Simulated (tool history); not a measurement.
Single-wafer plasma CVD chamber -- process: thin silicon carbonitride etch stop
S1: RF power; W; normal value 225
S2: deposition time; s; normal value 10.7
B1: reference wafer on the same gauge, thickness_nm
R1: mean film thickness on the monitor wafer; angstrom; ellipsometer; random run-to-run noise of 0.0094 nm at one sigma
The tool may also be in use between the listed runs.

run,hour,S1,S2,B1,R1
1,0.0,225,10.7,5.161,62.87
2,13.3,200,10.7,5.160,61.80
3,29.6,200,10.7,5.161,62.02
4,41.6,200,10.7,5.160,61.81
5,56.1,195,10.7,5.161,61.61
6,72.6,195,10.7,5.160,61.65
# hour 88.4: showerhead replaced
7,88.9,195,10.7,5.160,61.91
8,92.9,225,10.7,5.162,62.91
# hour 113.0: thermocouple changed; heater temperature recalibrated
9,113.5,225,10.7,5.160,62.78
# hour 115.6: gauge calibrated
10,117.4,225,10.7,5.161,63.08
11,124.2,250,8.6,5.161,51.49
12,138.1,225,9.0,5.160,52.91
13,145.3,240,12.8,5.160,76.15
# hour 166.0: RF generator calibrated
14,173.9,225,12.0,5.161,70.58
15,182.5,245,8.8,5.161,52.50
16,194.3,225,10.7,5.160,63.00
17,208.6,225,10.7,5.161,63.07
18,221.6,195,10.1,5.159,58.32
19,238.3,225,10.0,5.161,58.90
20,244.5,225,8.6,5.159,50.65

3 ways to go on from here, each from the tool as it stands after run 20. What would each give?
A,244.9,225,10.7,?,?
B,244.9,215,8.9,?,?
C,244.9,260,10.7,?,?

run,B1,R1
A,5.161,62.91
B,5.161,51.98
C,5.161,64.34
Without the tool's unlogged condition, the same runs would have read:
run,R1
A,62.91
B,51.98
C,64.34
